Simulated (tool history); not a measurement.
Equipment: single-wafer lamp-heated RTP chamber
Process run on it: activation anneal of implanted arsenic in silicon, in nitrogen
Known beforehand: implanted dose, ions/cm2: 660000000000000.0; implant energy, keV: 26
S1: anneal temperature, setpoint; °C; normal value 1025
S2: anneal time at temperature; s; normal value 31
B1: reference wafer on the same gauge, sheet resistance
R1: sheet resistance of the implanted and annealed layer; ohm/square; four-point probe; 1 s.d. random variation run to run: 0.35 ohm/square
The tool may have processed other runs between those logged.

run	hour	S1	S2	B1	R1
1	0	1025	31	129.04	159.13
2	31.1	1025	31	128.92	158.89
# hour 133.7: pyrometer window cleaned and pyrometer calibrated
3	170.1	1025	31	129.09	159.73
4	201.7	1025	31	129.05	158.96
5	242.1	1025	31	128.99	159.78
# hour 273.8: reflector plate cleaned
6	314	1025	31	129.03	159.21
7	347.2	1025	31	129.07	159.28
# hour 388.9: gauge calibrated
8	395.2	1025	31	128.97	159.33
9	428.3	1010	41	129.09	159.76
10	479.9	1025	31	129.02	159.75
11	548.4	1025	19	129.04	162.13
12	606.7	1004	48	128.96	159.47
# hour 643.3: pyrometer window cleaned and pyrometer calibrated
13	668	996	39	129.06	162.29
14	692.4	996	24	128.96	164.55
15	726.5	1025	31	128.97	159.37
16	756.6	1007	21	129.04	164.81
17	823	1009	13	129.04	166.35
18	859	1025	19	128.94	162.72

Alternative continuations, all from the tool just after run 18; predict every row:
A	859.4	1025	31	?	?
B	859.4	996	16	?	?
C	859.4	1000	37	?	?

run	B1	R1
A	129.04	159.28
B	129.04	166.54
C	129.04	161.52
Take away the tool's hidden state, keep each run's random variation, and the runs would have read:
run	R1
A	159.28
B	166.54
C	161.52
